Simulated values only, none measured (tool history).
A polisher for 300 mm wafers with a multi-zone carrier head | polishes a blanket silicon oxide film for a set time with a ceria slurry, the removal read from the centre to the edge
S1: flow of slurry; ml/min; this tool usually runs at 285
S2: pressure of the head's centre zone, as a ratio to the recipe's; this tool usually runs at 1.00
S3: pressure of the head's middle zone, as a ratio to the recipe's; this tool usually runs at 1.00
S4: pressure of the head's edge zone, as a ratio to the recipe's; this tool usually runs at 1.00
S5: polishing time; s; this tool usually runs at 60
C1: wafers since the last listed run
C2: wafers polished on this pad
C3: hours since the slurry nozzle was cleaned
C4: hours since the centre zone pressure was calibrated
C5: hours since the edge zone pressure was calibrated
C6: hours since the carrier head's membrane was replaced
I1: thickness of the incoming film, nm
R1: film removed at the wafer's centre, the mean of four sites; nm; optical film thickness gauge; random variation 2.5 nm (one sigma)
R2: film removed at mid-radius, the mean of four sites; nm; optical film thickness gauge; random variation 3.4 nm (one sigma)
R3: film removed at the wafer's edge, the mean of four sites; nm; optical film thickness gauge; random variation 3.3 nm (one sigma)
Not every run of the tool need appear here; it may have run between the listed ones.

{"run": 1, "hour": 0.0, "S1": 285, "S2": 1.0, "S3": 1.0, "S4": 1.0, "S5": 60, "C1": 0, "C2": 8, "C3": 62.8, "C4": 986.8, "C5": 761.1, "C6": 1294.6, "I1": 948.3, "R1": 249.1, "R2": 246.1, "R3": 250.2}
{"run": 2, "hour": 15.4, "S1": 285, "S2": 1.0, "S3": 1.0, "S4": 1.0, "S5": 60, "C1": 249, "C2": 257, "C3": 78.2, "C4": 1002.2, "C5": 776.5, "C6": 1310.0, "I1": 956.9, "R1": 249.0, "R2": 252.1, "R3": 243.4}
{"run": 3, "hour": 29.3, "S1": 285, "S2": 1.0, "S3": 1.04, "S4": 1.0, "S5": 60, "C1": 225, "C2": 482, "C3": 92.1, "C4": 1016.1, "C5": 790.4, "C6": 1323.9, "I1": 960.7, "R1": 247.5, "R2": 257.2, "R3": 246.1}
{"run": 4, "hour": 39.0, "S1": 285, "S2": 1.0, "S3": 1.04, "S4": 1.0, "S5": 60, "C1": 157, "C2": 639, "C3": 101.8, "C4": 1025.8, "C5": 800.1, "C6": 1333.6, "I1": 940.1, "R1": 247.5, "R2": 258.7, "R3": 248.5}
{"run": 5, "hour": 51.6, "S1": 285, "S2": 1.0, "S3": 1.0, "S4": 1.0, "S5": 60, "C1": 203, "C2": 843, "C3": 114.4, "C4": 1038.4, "C5": 812.7, "C6": 1346.2, "I1": 950.0, "R1": 246.5, "R2": 250.7, "R3": 256.8}
{"hour": 65.6, "done": "carrier head's membrane replaced by a new one"}
{"run": 6, "hour": 68.9, "S1": 285, "S2": 1.0, "S3": 1.0, "S4": 1.0, "S5": 60, "C1": 199, "C2": 1042, "C3": 131.7, "C4": 1055.7, "C5": 830.0, "C6": 3.3, "I1": 964.0, "R1": 246.8, "R2": 255.2, "R3": 251.4}
{"hour": 74.9, "done": "worn pad replaced by a new one"}
{"run": 7, "hour": 83.1, "S1": 285, "S2": 1.0, "S3": 1.0, "S4": 1.0, "S5": 60, "C1": 165, "C2": 132, "C3": 145.9, "C4": 1069.9, "C5": 844.2, "C6": 17.5, "I1": 939.9, "R1": 247.4, "R2": 251.2, "R3": 257.0}
{"hour": 89.6, "done": "centre zone pressure recalibrated"}
{"run": 8, "hour": 90.1, "S1": 285, "S2": 1.06, "S3": 1.0, "S4": 1.1, "S5": 60, "C1": 80, "C2": 213, "C3": 152.9, "C4": 0.5, "C5": 851.2, "C6": 24.5, "I1": 941.0, "R1": 261.5, "R2": 247.2, "R3": 261.9}
{"run": 9, "hour": 105.1, "S1": 285, "S2": 1.0, "S3": 1.0, "S4": 1.0, "S5": 60, "C1": 242, "C2": 455, "C3": 167.9, "C4": 15.5, "C5": 866.2, "C6": 39.5, "I1": 951.9, "R1": 251.3, "R2": 244.9, "R3": 247.3}
{"run": 10, "hour": 122.5, "S1": 260, "S2": 1.0, "S3": 0.9, "S4": 1.0, "S5": 60, "C1": 281, "C2": 737, "C3": 185.3, "C4": 32.9, "C5": 883.6, "C6": 56.9, "I1": 956.7, "R1": 245.7, "R2": 237.1, "R3": 250.8}
{"hour": 133.7, "done": "worn pad replaced by a new one"}
{"hour": 135.5, "done": "edge zone pressure recalibrated"}
{"hour": 151.9, "done": "slurry nozzle cleaned"}
{"run": 11, "hour": 154.3, "S1": 285, "S2": 1.09, "S3": 1.0, "S4": 1.0, "S5": 60, "C1": 403, "C2": 287, "C3": 2.4, "C4": 64.7, "C5": 18.8, "C6": 88.7, "I1": 943.4, "R1": 274.2, "R2": 250.3, "R3": 254.6}
{"run": 12, "hour": 168.7, "S1": 285, "S2": 1.0, "S3": 0.9, "S4": 1.0, "S5": 60, "C1": 233, "C2": 520, "C3": 16.8, "C4": 79.1, "C5": 33.2, "C6": 103.1, "I1": 943.2, "R1": 249.5, "R2": 233.8, "R3": 249.8}
{"run": 13, "hour": 184.6, "S1": 285, "S2": 1.0, "S3": 1.0, "S4": 0.94, "S5": 73, "C1": 257, "C2": 778, "C3": 32.7, "C4": 95.0, "C5": 49.1, "C6": 119.0, "I1": 953.5, "R1": 299.0, "R2": 303.7, "R3": 292.4}
{"run": 14, "hour": 192.2, "S1": 195, "S2": 1.0, "S3": 0.91, "S4": 1.0, "S5": 60, "C1": 123, "C2": 901, "C3": 40.3, "C4": 102.6, "C5": 56.7, "C6": 126.6, "I1": 951.2, "R1": 233.2, "R2": 226.9, "R3": 242.7}
{"hour": 197.7, "done": "worn pad replaced by a new one"}
{"run": 15, "hour": 204.8, "S1": 285, "S2": 1.0, "S3": 1.0, "S4": 1.0, "S5": 60, "C1": 139, "C2": 114, "C3": 52.9, "C4": 115.2, "C5": 69.3, "C6": 139.2, "I1": 958.5, "R1": 250.6, "R2": 252.9, "R3": 255.1}

Branching from run 15: 5 alternative next runs. What would each branch give?
{"run": "A", "hour": 205.2, "S1": 285, "S2": 1.0, "S3": 1.0, "S4": 1.0, "S5": 71, "C1": 6, "C2": 120, "C3": 53.3, "C4": 115.6, "C5": 69.7, "C6": 139.6, "I1": 951.0, "R1": "?", "R2": "?", "R3": "?"}
{"run": "B", "hour": 205.2, "S1": 285, "S2": 0.94, "S3": 1.0, "S4": 0.96, "S5": 60, "C1": 6, "C2": 120, "C3": 53.3, "C4": 115.6, "C5": 69.7, "C6": 139.6, "I1": 951.0, "R1": "?", "R2": "?", "R3": "?"}
{"run": "C", "hour": 205.2, "S1": 285, "S2": 1.07, "S3": 1.0, "S4": 1.0, "S5": 60, "C1": 6, "C2": 120, "C3": 53.3, "C4": 115.6, "C5": 69.7, "C6": 139.6, "I1": 951.0, "R1": "?", "R2": "?", "R3": "?"}
{"run": "D", "hour": 205.2, "S1": 380, "S2": 1.0, "S3": 1.0, "S4": 0.93, "S5": 73, "C1": 6, "C2": 120, "C3": 53.3, "C4": 115.6, "C5": 69.7, "C6": 139.6, "I1": 951.0, "R1": "?", "R2": "?", "R3": "?"}
{"run": "E", "hour": 205.2, "S1": 285, "S2": 1.0, "S3": 1.0, "S4": 0.9, "S5": 60, "C1": 6, "C2": 120, "C3": 53.3, "C4": 115.6, "C5": 69.7, "C6": 139.6, "I1": 951.0, "R1": "?", "R2": "?", "R3": "?"}

run=A R1=294.3 R2=294.9 R3=297.8
run=B R1=233.7 R2=249.3 R3=247.9
run=C R1=266.3 R2=249.1 R3=251.6
run=D R1=310.4 R2=310.3 R3=303.4
run=E R1=248.7 R2=249.2 R3=242.2
Take away the tool's hidden state, keep each run's random variation, and the runs would have read:
run=A R1=294.3 R2=294.9 R3=297.8
run=B R1=233.7 R2=249.3 R3=247.9
run=C R1=266.3 R2=249.1 R3=251.6
run=D R1=310.4 R2=310.3 R3=303.4
run=E R1=248.7 R2=249.2 R3=242.2
